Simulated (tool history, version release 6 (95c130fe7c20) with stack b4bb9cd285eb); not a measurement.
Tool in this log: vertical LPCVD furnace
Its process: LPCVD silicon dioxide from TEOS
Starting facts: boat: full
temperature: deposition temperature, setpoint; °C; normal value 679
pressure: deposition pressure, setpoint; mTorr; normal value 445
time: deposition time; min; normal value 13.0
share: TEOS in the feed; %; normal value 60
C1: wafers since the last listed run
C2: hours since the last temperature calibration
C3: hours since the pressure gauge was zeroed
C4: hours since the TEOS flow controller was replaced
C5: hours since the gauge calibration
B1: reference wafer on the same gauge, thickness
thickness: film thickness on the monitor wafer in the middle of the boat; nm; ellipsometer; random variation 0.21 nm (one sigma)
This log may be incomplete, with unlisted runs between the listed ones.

{"run": 1, "hour": 0.0, "temperature": 679, "pressure": 445, "time": 10.0, "share": 60, "C1": 0, "C2": 3147.3, "C3": 4300.1, "C4": 2892.9, "C5": 234.1, "B1": 48.36, "thickness": 50.48}
{"run": 2, "hour": 34.3, "temperature": 679, "pressure": 445, "time": 15.0, "share": 60, "C1": 684, "C2": 3181.6, "C3": 4334.4, "C4": 2927.2, "C5": 268.4, "B1": 48.44, "thickness": 76.08}
{"run": 3, "hour": 61.4, "temperature": 679, "pressure": 445, "time": 15.0, "share": 60, "C1": 540, "C2": 3208.7, "C3": 4361.5, "C4": 2954.3, "C5": 295.5, "B1": 48.37, "thickness": 76.07}
{"run": 4, "hour": 86.0, "temperature": 671, "pressure": 445, "time": 13.0, "share": 60, "C1": 490, "C2": 3233.3, "C3": 4386.1, "C4": 2978.9, "C5": 320.1, "B1": 48.43, "thickness": 54.47}
{"run": 5, "hour": 103.8, "temperature": 671, "pressure": 445, "time": 13.0, "share": 60, "C1": 355, "C2": 3251.1, "C3": 4403.9, "C4": 2996.7, "C5": 337.9, "B1": 48.36, "thickness": 54.35}
{"run": 6, "hour": 125.8, "temperature": 679, "pressure": 445, "time": 14.0, "share": 60, "C1": 439, "C2": 3273.1, "C3": 4425.9, "C4": 3018.7, "C5": 359.9, "B1": 48.42, "thickness": 71.42}
{"run": 7, "hour": 160.3, "temperature": 679, "pressure": 370, "time": 13.0, "share": 60, "C1": 688, "C2": 3307.6, "C3": 4460.4, "C4": 3053.2, "C5": 394.4, "B1": 48.37, "thickness": 60.01}
{"run": 8, "hour": 182.7, "temperature": 679, "pressure": 490, "time": 15.5, "share": 60, "C1": 447, "C2": 3330.0, "C3": 4482.8, "C4": 3075.6, "C5": 416.8, "B1": 48.39, "thickness": 82.76}
{"hour": 224.6, "done": "TEOS flow controller replaced"}
{"run": 9, "hour": 225.1, "temperature": 679, "pressure": 490, "time": 15.5, "share": 60, "C1": 367, "C2": 3372.4, "C3": 4525.2, "C4": 0.5, "C5": 459.2, "B1": 48.43, "thickness": 82.37}
{"hour": 250.8, "done": "gauge calibrated"}
{"run": 10, "hour": 251.0, "temperature": 679, "pressure": 385, "time": 13.0, "share": 57, "C1": 516, "C2": 3398.3, "C3": 4551.1, "C4": 26.4, "C5": 0.2, "B1": 48.37, "thickness": 59.83}
{"run": 11, "hour": 281.9, "temperature": 679, "pressure": 445, "time": 13.0, "share": 60, "C1": 616, "C2": 3429.2, "C3": 4582.0, "C4": 57.3, "C5": 31.1, "B1": 48.34, "thickness": 66.3}
{"run": 12, "hour": 299.7, "temperature": 690, "pressure": 380, "time": 13.0, "share": 60, "C1": 355, "C2": 3447.0, "C3": 4599.8, "C4": 75.1, "C5": 48.9, "B1": 48.41, "thickness": 79.44}
{"run": 13, "hour": 316.9, "temperature": 671, "pressure": 445, "time": 13.0, "share": 60, "C1": 343, "C2": 3464.2, "C3": 4617.0, "C4": 92.3, "C5": 66.1, "B1": 48.36, "thickness": 54.44}
{"run": 14, "hour": 351.5, "temperature": 669, "pressure": 535, "time": 8.0, "share": 60, "C1": 690, "C2": 3498.8, "C3": 4651.6, "C4": 126.9, "C5": 100.7, "B1": 48.38, "thickness": 34.69}
{"run": 15, "hour": 373.0, "temperature": 679, "pressure": 390, "time": 13.0, "share": 55, "C1": 429, "C2": 3520.3, "C3": 4673.1, "C4": 148.4, "C5": 122.2, "B1": 48.4, "thickness": 59.05}
{"hour": 406.5, "done": "thermocouples replaced and temperature profile calibrated"}
{"run": 16, "hour": 447.2, "temperature": 691, "pressure": 475, "time": 13.0, "share": 60, "C1": 1001, "C2": 40.7, "C3": 4747.3, "C4": 222.6, "C5": 196.4, "B1": 48.39, "thickness": 83.95}
{"run": 17, "hour": 475.4, "temperature": 679, "pressure": 545, "time": 13.0, "share": 60, "C1": 562, "C2": 68.9, "C3": 4775.5, "C4": 250.8, "C5": 224.6, "B1": 48.39, "thickness": 67.3}
{"run": 18, "hour": 501.1, "temperature": 679, "pressure": 445, "time": 10.5, "share": 55, "C1": 512, "C2": 94.6, "C3": 4801.2, "C4": 276.5, "C5": 250.3, "B1": 48.39, "thickness": 46.83}
{"hour": 534.9, "done": "pressure gauge zeroed"}
{"run": 19, "hour": 584.0, "temperature": 691, "pressure": 445, "time": 13.0, "share": 60, "C1": 1175, "C2": 177.5, "C3": 49.1, "C4": 359.4, "C5": 333.2, "B1": 48.45, "thickness": 82.01}
{"run": 20, "hour": 606.7, "temperature": 679, "pressure": 550, "time": 10.5, "share": 60, "C1": 453, "C2": 200.2, "C3": 71.8, "C4": 382.1, "C5": 355.9, "B1": 48.4, "thickness": 54.74}
{"run": 21, "hour": 619.7, "temperature": 679, "pressure": 555, "time": 13.0, "share": 60, "C1": 259, "C2": 213.2, "C3": 84.8, "C4": 395.1, "C5": 368.9, "B1": 48.44, "thickness": 68.06}
{"run": 22, "hour": 647.6, "temperature": 679, "pressure": 385, "time": 13.0, "share": 57, "C1": 556, "C2": 241.1, "C3": 112.7, "C4": 423.0, "C5": 396.8, "B1": 48.39, "thickness": 55.77}
{"run": 23, "hour": 672.5, "temperature": 679, "pressure": 375, "time": 16.5, "share": 52, "C1": 496, "C2": 266.0, "C3": 137.6, "C4": 447.9, "C5": 421.7, "B1": 48.4, "thickness": 66.28}

How would selected steps in thickness from run to run divide? Give the signed amount a tool lacking its hidden state would still show from settings, what came in and random variation, and the signed amount left for the hidden state, including any gauge scatter that is not in both of the compared results.
The hidden state here: true tube temperature minus thermocouple reading, K; true pressure minus gauge reading, mTorr; deviation of the TEOS flow from its setpoint, %; gauge reads high (%).
Run 1 -> 2: time 10.0 -> 15.0. thickness +25.60 nm: hidden state +2.36, all else +23.24.
Run 15 -> 16: temperature 679 -> 691, pressure 390 -> 475, share 55 -> 60, thermocouples replaced and temperature profile calibrated. thickness +24.90 nm: hidden state -4.58, all else +29.48.
Run 18 -> 19: temperature 679 -> 691, time 10.5 -> 13.0, share 55 -> 60, pressure gauge zeroed. thickness +35.18 nm: hidden state +1.01, all else +34.17.
Run 19 -> 20: temperature 691 -> 679, pressure 445 -> 550, time 13.0 -> 10.5. thickness -27.27 nm: hidden state -0.46, all else -26.81.
